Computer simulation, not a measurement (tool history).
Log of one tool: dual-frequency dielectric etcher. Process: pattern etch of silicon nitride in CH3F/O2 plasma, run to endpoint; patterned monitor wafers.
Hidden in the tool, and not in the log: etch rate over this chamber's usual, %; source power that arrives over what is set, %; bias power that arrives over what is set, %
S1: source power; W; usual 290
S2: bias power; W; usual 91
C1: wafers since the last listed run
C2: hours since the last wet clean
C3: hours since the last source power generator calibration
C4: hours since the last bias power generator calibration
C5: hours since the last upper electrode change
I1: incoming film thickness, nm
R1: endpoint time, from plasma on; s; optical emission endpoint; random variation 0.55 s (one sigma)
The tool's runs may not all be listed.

{"run": 1, "hour": 0.0, "S1": 290, "S2": 91, "C1": 0, "C2": 116.0, "C3": 4095.1, "C4": 3529.0, "C5": 4051.5, "I1": 57.9, "R1": 77.6}
{"run": 2, "hour": 17.9, "S1": 290, "S2": 91, "C1": 72, "C2": 133.9, "C3": 4113.0, "C4": 3546.9, "C5": 4069.4, "I1": 58.4, "R1": 78.7}
{"run": 3, "hour": 39.6, "S1": 290, "S2": 91, "C1": 87, "C2": 155.6, "C3": 4134.7, "C4": 3568.6, "C5": 4091.1, "I1": 57.9, "R1": 77.5}
{"run": 4, "hour": 62.0, "S1": 260, "S2": 91, "C1": 90, "C2": 178.0, "C3": 4157.1, "C4": 3591.0, "C5": 4113.5, "I1": 57.9, "R1": 82.6}
{"run": 5, "hour": 91.2, "S1": 260, "S2": 91, "C1": 118, "C2": 207.2, "C3": 4186.3, "C4": 3620.2, "C5": 4142.7, "I1": 58.3, "R1": 83.1}
{"run": 6, "hour": 123.9, "S1": 340, "S2": 98, "C1": 132, "C2": 239.9, "C3": 4219.0, "C4": 3652.9, "C5": 4175.4, "I1": 58.6, "R1": 72.6}
{"hour": 143.7, "done": "source power generator calibrated"}
{"run": 7, "hour": 154.2, "S1": 340, "S2": 98, "C1": 106, "C2": 270.2, "C3": 10.5, "C4": 3683.2, "C5": 4205.7, "I1": 58.0, "R1": 71.5}
{"run": 8, "hour": 177.2, "S1": 340, "S2": 98, "C1": 93, "C2": 293.2, "C3": 33.5, "C4": 3706.2, "C5": 4228.7, "I1": 57.7, "R1": 70.9}
{"run": 9, "hour": 195.9, "S1": 290, "S2": 104, "C1": 75, "C2": 311.9, "C3": 52.2, "C4": 3724.9, "C5": 4247.4, "I1": 57.8, "R1": 75.1}
{"run": 10, "hour": 225.3, "S1": 290, "S2": 111, "C1": 118, "C2": 341.3, "C3": 81.6, "C4": 3754.3, "C5": 4276.8, "I1": 57.8, "R1": 74.0}
{"run": 11, "hour": 248.3, "S1": 240, "S2": 73, "C1": 93, "C2": 364.3, "C3": 104.6, "C4": 3777.3, "C5": 4299.8, "I1": 58.5, "R1": 95.9}
{"hour": 274.6, "done": "bias power generator calibrated"}
{"hour": 281.7, "done": "upper electrode replaced"}
{"hour": 295.6, "done": "wet clean of the chamber"}
{"run": 12, "hour": 296.1, "S1": 290, "S2": 91, "C1": 92, "C2": 0.5, "C3": 152.4, "C4": 21.5, "C5": 14.4, "I1": 57.6, "R1": 76.2}
{"run": 13, "hour": 296.5, "S1": 290, "S2": 109, "C1": 1, "C2": 0.9, "C3": 152.8, "C4": 21.9, "C5": 14.8, "I1": 58.2, "R1": 71.7}
{"run": 14, "hour": 320.5, "S1": 340, "S2": 91, "C1": 97, "C2": 24.9, "C3": 176.8, "C4": 45.9, "C5": 38.8, "I1": 58.2, "R1": 72.6}
{"run": 15, "hour": 356.3, "S1": 290, "S2": 111, "C1": 144, "C2": 60.7, "C3": 212.6, "C4": 81.7, "C5": 74.6, "I1": 57.3, "R1": 70.9}
{"run": 16, "hour": 386.1, "S1": 250, "S2": 68, "C1": 120, "C2": 90.5, "C3": 242.4, "C4": 111.5, "C5": 104.4, "I1": 57.8, "R1": 92.6}
{"run": 17, "hour": 408.7, "S1": 260, "S2": 73, "C1": 91, "C2": 113.1, "C3": 265.0, "C4": 134.1, "C5": 127.0, "I1": 57.2, "R1": 88.2}
{"run": 18, "hour": 420.9, "S1": 340, "S2": 79, "C1": 49, "C2": 125.3, "C3": 277.2, "C4": 146.3, "C5": 139.2, "I1": 57.9, "R1": 76.8}

5 ways to go on from here, each from the tool as it stands after run 18. What would each give?
{"run": "A", "hour": 421.4, "S1": 290, "S2": 91, "C1": 2, "C2": 125.8, "C3": 277.7, "C4": 146.8, "C5": 139.7, "I1": 58.2, "R1": "?"}
{"run": "B", "hour": 421.4, "S1": 250, "S2": 75, "C1": 2, "C2": 125.8, "C3": 277.7, "C4": 146.8, "C5": 139.7, "I1": 58.2, "R1": "?"}
{"run": "C", "hour": 421.4, "S1": 320, "S2": 101, "C1": 2, "C2": 125.8, "C3": 277.7, "C4": 146.8, "C5": 139.7, "I1": 58.2, "R1": "?"}
{"run": "D", "hour": 421.4, "S1": 350, "S2": 69, "C1": 2, "C2": 125.8, "C3": 277.7, "C4": 146.8, "C5": 139.7, "I1": 58.2, "R1": "?"}
{"run": "E", "hour": 421.4, "S1": 260, "S2": 101, "C1": 2, "C2": 125.8, "C3": 277.7, "C4": 146.8, "C5": 139.7, "I1": 58.2, "R1": "?"}

run=A R1=78.1
run=B R1=89.7
run=C R1=72.0
run=D R1=79.2
run=E R1=78.9
Without the tool's hidden state the same runs would have given:
run=A R1=76.6
run=B R1=87.9
run=C R1=70.6
run=D R1=77.7
run=E R1=77.4
